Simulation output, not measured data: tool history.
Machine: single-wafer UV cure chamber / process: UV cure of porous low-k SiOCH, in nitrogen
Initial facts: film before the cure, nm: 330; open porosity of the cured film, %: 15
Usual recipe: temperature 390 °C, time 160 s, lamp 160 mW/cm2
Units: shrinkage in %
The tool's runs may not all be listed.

| run | hour | temperature | time | lamp | shrinkage |
|---|---|---|---|---|---|
| 1 | 0 | 401 | 160 | 160 | 9.729 |
| 2 | 17.8 | 401 | 160 | 160 | 9.682 |
| 3 | 32.1 | 401 | 160 | 160 | 9.953 |
| 4 | 42 | 390 | 160 | 160 | 9.537 |
| 5 | 57 | 390 | 160 | 160 | 9.443 |
| 6 | 68.8 | 390 | 160 | 160 | 9.587 |
|  | 80.8 | quartz window cleaned |
| 7 | 81.3 | 390 | 160 | 160 | 9.467 |
| 8 | 94.1 | 390 | 160 | 160 | 9.683 |
| 9 | 108.9 | 390 | 160 | 160 | 9.455 |
| 10 | 122.1 | 390 | 160 | 160 | 9.457 |
| 11 | 134.2 | 390 | 160 | 160 | 9.352 |
| 12 | 142.1 | 390 | 160 | 160 | 9.454 |
| 13 | 157.8 | 390 | 160 | 160 | 9.253 |
| 14 | 165.7 | 390 | 160 | 160 | 9.388 |
| 15 | 210.5 | 390 | 160 | 179 | 10.131 |
|  | 221.3 | UV bulbs replaced |
| 16 | 222 | 401 | 160 | 160 | 11.243 |
| 17 | 237.2 | 390 | 190 | 160 | 11.888 |
| 18 | 245.5 | 390 | 160 | 160 | 11.302 |
| 19 | 263.4 | 390 | 70 | 178 | 7.982 |
| 20 | 271.9 | 390 | 160 | 160 | 11.011 |
| 21 | 288.4 | 398 | 250 | 139 | 12.486 |
|  | 307.5 | quartz window cleaned |
| 22 | 308 | 408 | 80 | 193 | 9.262 |
| 23 | 308.3 | 400 | 105 | 185 | 9.926 |
| 24 | 322 | 390 | 160 | 160 | 10.772 |
| 25 | 338.2 | 390 | 160 | 160 | 10.844 |
| 26 | 353 | 400 | 250 | 171 | 13.288 |
| 27 | 363.6 | 390 | 160 | 177 | 11.325 |
| 28 | 372.6 | 381 | 105 | 174 | 8.887 |
| 29 | 385.9 | 390 | 240 | 197 | 13.91 |

A few steps of shrinkage between consecutive runs. Split each: what settings, incoming material and random variation would produce without the hidden state, and what is left over for the hidden state, along with gauge scatter present in only one of the two compared results (measured, and without hidden state):
Hidden state at play: lamp output below its setpoint, %; transmission lost against a clean window, %.
Run 15 -> 16: temperature 390 -> 401, lamp 179 -> 160, UV bulbs replaced. shrinkage +1.112 %: hidden state +1.79, all else -0.678.
Run 18 -> 19: time 160 -> 70, lamp 160 -> 178. shrinkage -3.32 %: hidden state -0.023, all else -3.297.
Run 28 -> 29: temperature 381 -> 390, time 105 -> 240, lamp 174 -> 197. shrinkage +5.023 %: hidden state -0.152, all else +5.175.
